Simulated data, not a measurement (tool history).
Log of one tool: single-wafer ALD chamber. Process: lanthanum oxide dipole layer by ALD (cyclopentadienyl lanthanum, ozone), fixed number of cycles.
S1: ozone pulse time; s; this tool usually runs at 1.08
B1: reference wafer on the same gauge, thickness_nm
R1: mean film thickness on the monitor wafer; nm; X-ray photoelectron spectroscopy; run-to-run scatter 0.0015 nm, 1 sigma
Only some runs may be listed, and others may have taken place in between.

run    hour    S1     B1     R1
  1       0  1.28  0.442  0.473
  2    51.3  1.28  0.441  0.476
  3    92.3  1.28  0.442  0.473
  4   133.8  0.82  0.441  0.439
  5   176.6  0.82  0.441  0.437
  6   236.5  1.08  0.441  0.458
  7   270.3  1.08   0.44   0.46
      332.8  -- showerhead replaced
  8   333.3  1.08  0.441  0.461
  9   526.7  1.08   0.44  0.461
 10   565.1  1.08  0.441  0.461
      592.8  -- ozone generator serviced
 11     627  1.08  0.442  0.473
 12   696.3  1.08  0.441  0.467
      721.8  -- gauge calibrated
 13   764.2  1.29  0.441  0.481
 14   816.1  1.08  0.441  0.466
 15     874  1.08  0.442  0.465
 16   937.1  0.87  0.442  0.447
 17   966.6  1.37  0.441  0.481
 18  1016.6  1.08  0.441  0.462
 19  1049.8  1.08  0.441   0.46
 20  1114.2  1.19  0.441  0.468
     1127.6  -- thermocouple changed; heater temperature recalibrated
 21  1325.4  0.88  0.441  0.442
 22  1361.7  1.24  0.441   0.47
       1419  -- ozone generator serviced
 23  1419.5  0.76   0.44  0.444
 24  1459.7  0.67  0.441  0.434
 25  1504.2   1.2   0.44  0.476
 26    1532  1.46  0.441  0.489
 27  1572.4  1.33  0.441  0.483
 28  1623.9  1.08  0.442  0.466
 29  1661.1  1.42  0.441  0.486
 30  1729.6  1.21  0.441  0.472
 31  1758.3  0.97  0.441  0.454
 32  1818.5  0.75  0.441  0.431
 33  1870.3  0.83  0.441   0.44
 34  1903.9   0.7  0.441  0.424
 35  1973.4  0.66  0.441  0.419

Here are 3 independent what-if runs from the current tool condition. What would each one return?
  A  1973.8  1.08   ?   ?
  B  1973.8  0.86   ?   ?
  C  1973.8  1.32   ?   ?

run     B1     R1
  A  0.441   0.46
  B  0.441   0.44
  C  0.441  0.476
Without the tool's unlogged condition, the same runs would have read:
run     R1
  A  0.472
  B  0.454
  C  0.487
